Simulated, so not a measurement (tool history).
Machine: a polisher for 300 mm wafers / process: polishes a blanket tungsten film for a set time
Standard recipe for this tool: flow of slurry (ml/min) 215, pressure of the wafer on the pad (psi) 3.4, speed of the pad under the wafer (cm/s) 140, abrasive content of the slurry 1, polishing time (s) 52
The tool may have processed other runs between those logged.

run   hour  flow of slurry (ml/min)  pressure of the wafer on the pad (psi)  speed of the pad under the wafer (cm/s)  abrasive content of the slurry  polishing time (s)  incoming thickness of the incoming film, nm  film removed (angstrom)
  1      0                      215                                     3.4                                      140                               1                  52                                        865.6                     3627
  2    9.1                      215                                     3.4                                      140                               1                  52                                        869.7                     3594
      13.8  -- worn pad replaced by a new one
  3   25.2                      215                                     3.4                                      140                               1                  52                                        862.4                     3509
      73.3  -- slurry blender recalibrated
  4   74.3                      215                                     3.4                                      140                               1                  52                                        886.8                     3411
  5   81.2                      215                                     3.4                                      140                               1                  52                                          868                     3459
  6   97.3                      215                                     3.9                                      140                             0.7                  52                                        880.7                     3818
     100.1  -- slurry nozzle cleaned
  7  111.4                      165                                     3.9                                      140                               1                  52                                        858.2                     3967
  8  123.9                      190                                     3.4                                      140                               1                  52                                        877.1                     3474
  9  137.8                      215                                     2.6                                      120                            1.25                  60                                        864.9                     2704
     149.6  -- slurry tank refilled with fresh slurry and peroxide
 10  152.7                      215                                     2.8                                      140                               1                  63                                          872                     3764
     156.1  -- head pressure recalibrated
 11  159.8                      260                                     3.4                                      162                             1.3                  67                                        863.8                     5421
 12  174.7                      190                                     3.4                                      122                            0.75                  38                                        853.7                     2046
     184.4  -- worn pad replaced by a new one
 13  184.9                      240                                     3.9                                      140                               1                  52                                        869.3                     3853
 14  193.3                      190                                     4.6                                      186                            0.75                  52                                        869.1                     5673
 15  207.3                      215                                     3.4                                      140                               1                  52                                        864.7                     3330
 16  216.8                      240                                     3.9                                      140                               1                  52                                        875.7                     3876
 17  231.5                      145                                     3.4                                      140                               1                  52                                        860.8                     3175
 18  240.3                      215                                     2.6                                      140                               1                  52                                        859.8                     2551
 19  256.6                      215                                     3.4                                      164                             1.1                  62                                          878                     4487
 20  273.2                      215                                     2.8                                      140                               1                  42                                        854.7                     2113
 21  281.5                      215                                     3.4                                      140                            1.25                  52                                        859.5                     3319
 22  295.9                      215                                     4.5                                      140                               1                  66                                        887.1                     5299
 23  304.4                      215                                     3.4                                      164                               1                  52                                        873.9                     3834
 24    318                      215                                     3.4                                      172                               1                  52                                        886.2                     3964
       331  -- slurry tank refilled with fresh slurry and peroxide
     336.2  -- worn pad replaced by a new one
 25  336.7                      215                                     2.8                                      140                               1                  63                                        862.9                     3397
       344  -- slurry blender recalibrated
 26  346.2                      215                                     3.4                                      140                               1                  63                                        864.7                     4106
 27    359                      165                                     3.4                                      162                               1                  52                                          878                     3756
 28  371.9                      165                                     3.4                                      162                               1                  52                                        877.2                     3605

State the hidden condition of the tool at each of the runs:
removal rate lost through wear of the pad, %: 0 at every run
slurry flow missing at the pad, %: 0 at every run
abrasive missing from the slurry, %: 0 at every run
H1: deviation of the head's pressure from its setpoint, %
H2: peroxide lost from the slurry, %
run        H1    H2
  1      7.39  11.5
  2      7.54  12.8
  3      7.82  14.6
  4      8.71  17.8
  5      8.84    18
  6      9.15  18.5
  7      9.42  18.9
  8      9.67  19.1
  9      9.95  19.3
 10      10.3  1.94
 11    -0.385  4.06
 12    -0.381  7.72
 13    -0.376  9.73
 14    -0.369  11.1
 15    -0.355    13
 16    -0.342  14.1
 17    -0.319  15.4
 18    -0.303    16
 19    -0.268    17
 20    -0.225  17.7
 21    -0.202    18
 22    -0.157  18.4
 23    -0.129  18.6
 24   -0.0797  18.9
 25  -0.00497  4.14
 26    0.0361  6.78
 27    0.0948  9.71
 28     0.158  12.1
